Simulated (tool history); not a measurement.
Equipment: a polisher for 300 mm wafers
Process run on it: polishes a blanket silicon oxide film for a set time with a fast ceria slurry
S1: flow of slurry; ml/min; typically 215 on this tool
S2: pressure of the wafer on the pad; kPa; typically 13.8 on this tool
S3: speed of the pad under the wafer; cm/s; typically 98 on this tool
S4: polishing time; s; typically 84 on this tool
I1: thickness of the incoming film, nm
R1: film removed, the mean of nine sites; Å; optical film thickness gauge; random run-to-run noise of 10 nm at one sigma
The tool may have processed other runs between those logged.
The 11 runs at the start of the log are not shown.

| run | day | S1 | S2 | S3 | S4 | I1 | R1 |
|---|---|---|---|---|---|---|---|
|  | 22.833 | worn pad replaced by a new one |
| 12 | 23.829 | 215 | 13.8 | 98 | 84 | 3423.8 | 8170 |
|  | 25.825 | slurry nozzle cleaned |
| 13 | 26.367 | 215 | 13.8 | 98 | 84 | 3401.4 | 7978 |
| 14 | 27.946 | 215 | 13.8 | 98 | 84 | 3524.6 | 8055 |
| 15 | 30.892 | 215 | 13.8 | 98 | 84 | 3478.0 | 8065 |
| 16 | 33.892 | 215 | 13.8 | 108 | 84 | 3455.3 | 8820 |
| 17 | 36.233 | 270 | 10.3 | 98 | 84 | 3516.4 | 6372 |
|  | 37.750 | worn pad replaced by a new one |
| 18 | 37.783 | 215 | 13.8 | 98 | 66 | 3438.3 | 6426 |
| 19 | 40.067 | 215 | 13.8 | 98 | 66 | 3473.8 | 6324 |
| 20 | 41.912 | 215 | 13.8 | 98 | 84 | 3427.9 | 8022 |
| 21 | 44.354 | 215 | 11.7 | 98 | 84 | 3453.5 | 7109 |
| 22 | 46.842 | 265 | 11.0 | 78 | 77 | 3477.2 | 4972 |
| 23 | 48.117 | 215 | 13.8 | 126 | 64 | 3499.1 | 7686 |
| 24 | 49.992 | 245 | 10.3 | 98 | 65 | 3545.5 | 4821 |
|  | 50.188 | slurry nozzle cleaned |
| 25 | 51.233 | 245 | 13.8 | 98 | 84 | 3430.5 | 8183 |
|  | 53.125 | head pressure recalibrated |
| 26 | 53.300 | 215 | 13.8 | 98 | 84 | 3487.3 | 8016 |
|  | 54.825 | worn pad replaced by a new one |
| 27 | 55.021 | 215 | 9.7 | 130 | 99 | 3468.8 | 8766 |
| 28 | 57.062 | 215 | 13.8 | 98 | 84 | 3467.1 | 8024 |
| 29 | 59.671 | 215 | 13.8 | 98 | 84 | 3472.0 | 8160 |
| 30 | 61.812 | 215 | 13.8 | 98 | 59 | 3533.7 | 5660 |
| 31 | 64.529 | 215 | 13.8 | 98 | 69 | 3459.1 | 6630 |
| 32 | 67.508 | 255 | 17.2 | 98 | 84 | 3470.2 | 10039 |
|  | 68.946 | worn pad replaced by a new one |
| 33 | 68.967 | 270 | 9.7 | 110 | 65 | 3490.8 | 5118 |
| 34 | 70.025 | 215 | 13.8 | 98 | 84 | 3450.4 | 8117 |
| 35 | 71.842 | 215 | 13.8 | 98 | 67 | 3530.7 | 6284 |
| 36 | 72.858 | 215 | 11.7 | 98 | 99 | 3512.1 | 8276 |

Expected results for the next run?
| 37 | 75.196 | 215 | 13.8 | 78 | 59 | 3526.6 | ? |

Run 37 gave R1 4596 Å.
With no hidden state in the tool, this same run would have given R1 4596 Å.

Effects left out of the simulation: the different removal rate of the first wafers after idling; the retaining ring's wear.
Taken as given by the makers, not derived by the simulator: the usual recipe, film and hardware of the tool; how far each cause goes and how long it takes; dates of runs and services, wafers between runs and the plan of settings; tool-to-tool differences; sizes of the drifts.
